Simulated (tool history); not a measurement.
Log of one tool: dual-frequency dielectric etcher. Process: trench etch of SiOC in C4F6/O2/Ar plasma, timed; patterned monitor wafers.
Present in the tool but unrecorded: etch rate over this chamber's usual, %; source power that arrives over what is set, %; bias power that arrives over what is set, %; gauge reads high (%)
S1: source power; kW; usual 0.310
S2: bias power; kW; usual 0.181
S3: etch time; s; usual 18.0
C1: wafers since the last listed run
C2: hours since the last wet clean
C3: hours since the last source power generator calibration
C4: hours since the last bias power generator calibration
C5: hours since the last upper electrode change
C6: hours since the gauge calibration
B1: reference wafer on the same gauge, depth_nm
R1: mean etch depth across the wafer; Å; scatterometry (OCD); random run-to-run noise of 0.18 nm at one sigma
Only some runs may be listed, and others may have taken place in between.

run	hour	S1	S2	S3	C1	C2	C3	C4	C5	C6	B1	R1
1	0.0	0.310	0.181	18.0	0	254.5	4352.9	1113.5	3420.8	1546.4	33.87	318.1
2	36.2	0.310	0.181	18.0	577	290.7	4389.1	1149.7	3457.0	1582.6	33.93	323.4
3	117.8	0.310	0.181	14.5	1300	372.3	4470.7	1231.3	3538.6	1664.2	33.88	260.4
4	152.7	0.310	0.181	14.5	556	407.2	4505.6	1266.2	3573.5	1699.1	33.89	259.5
5	211.7	0.310	0.181	14.5	940	466.2	4564.6	1325.2	3632.5	1758.1	33.96	256.8
# hour 242.1: bias power generator calibrated
# hour 326.7: wet clean of the chamber
6	327.2	0.350	0.181	20.0	1394	0.5	4680.1	85.1	3748.0	1873.6	33.91	378.9
7	364.8	0.310	0.181	18.0	599	38.1	4717.7	122.7	3785.6	1911.2	33.90	321.4
8	393.1	0.310	0.181	18.0	451	66.4	4746.0	151.0	3813.9	1939.5	33.91	323.0
9	463.1	0.270	0.181	15.0	1115	136.4	4816.0	221.0	3883.9	2009.5	33.92	250.7
10	516.4	0.270	0.181	15.0	849	189.7	4869.3	274.3	3937.2	2062.8	33.82	249.6
11	579.7	0.310	0.181	18.0	1009	253.0	4932.6	337.6	4000.5	2126.1	33.93	321.6
12	617.5	0.270	0.204	20.5	602	290.8	4970.4	375.4	4038.3	2163.9	33.86	363.5
13	647.6	0.310	0.140	13.5	479	320.9	5000.5	405.5	4068.4	2194.0	33.86	213.2
# hour 653.9: gauge calibrated
# hour 684.4: source power generator calibrated
# hour 691.6: upper electrode replaced
14	692.1	0.310	0.181	15.0	530	365.4	7.7	450.0	0.5	38.2	33.82	266.3
15	727.9	0.310	0.160	22.0	570	401.2	43.5	485.8	36.3	74.0	33.90	370.7
16	807.6	0.310	0.210	18.0	1270	480.9	123.2	565.5	116.0	153.7	33.90	348.7
17	870.8	0.340	0.193	20.5	1007	544.1	186.4	628.7	179.2	216.9	33.88	390.7
18	938.2	0.310	0.181	20.0	1074	611.5	253.8	696.1	246.6	284.3	33.82	355.6
19	976.8	0.310	0.181	16.0	615	650.1	292.4	734.7	285.2	322.9	33.89	285.7
# hour 1012.8: wet clean of the chamber
20	1013.3	0.370	0.157	13.0	199	0.5	328.9	771.2	321.7	359.4	33.91	237.6
21	1076.3	0.230	0.181	18.0	1004	63.5	391.9	834.2	384.7	422.4	33.90	275.4
22	1140.9	0.310	0.181	18.0	1029	128.1	456.5	898.8	449.3	487.0	33.90	320.4
23	1210.6	0.270	0.204	20.5	1111	197.8	526.2	968.5	519.0	556.7	33.88	360.2
24	1245.2	0.380	0.162	18.0	551	232.4	560.8	1003.1	553.6	591.3	33.89	337.5
25	1298.5	0.390	0.211	22.5	849	285.7	614.1	1056.4	606.9	644.6	33.91	479.1
26	1351.2	0.310	0.181	18.0	840	338.4	666.8	1109.1	659.6	697.3	33.84	319.0
27	1398.1	0.240	0.181	18.0	747	385.3	713.7	1156.0	706.5	744.2	33.90	281.4
28	1461.7	0.330	0.194	20.0	1013	448.9	777.3	1219.6	770.1	807.8	33.86	384.4
# hour 1660.4: wet clean of the chamber
29	1660.9	0.290	0.205	15.0	2792	0.5	976.5	1418.8	969.3	1007.0	33.90	275.8
30	1688.9	0.250	0.208	15.5	446	28.5	1004.5	1446.8	997.3	1035.0	33.92	266.7

Consider 4 possible next runs. They are alternatives, not a sequence: every one starts from the tool as it was left by run 30. What does each give?
A	1689.3	0.310	0.213	18.0	6	28.9	1004.9	1447.2	997.7	1035.4	?	?
B	1689.3	0.310	0.141	18.0	6	28.9	1004.9	1447.2	997.7	1035.4	?	?
C	1689.3	0.310	0.197	20.0	6	28.9	1004.9	1447.2	997.7	1035.4	?	?
D	1689.3	0.370	0.159	14.5	6	28.9	1004.9	1447.2	997.7	1035.4	?	?

run	B1	R1
A	33.91	347.2
B	33.91	283.5
C	33.91	371.7
D	33.91	263.8
Stripped of hidden state, with their random variation kept, the same runs would have yielded:
run	R1
A	347.2
B	283.5
C	371.7
D	263.8

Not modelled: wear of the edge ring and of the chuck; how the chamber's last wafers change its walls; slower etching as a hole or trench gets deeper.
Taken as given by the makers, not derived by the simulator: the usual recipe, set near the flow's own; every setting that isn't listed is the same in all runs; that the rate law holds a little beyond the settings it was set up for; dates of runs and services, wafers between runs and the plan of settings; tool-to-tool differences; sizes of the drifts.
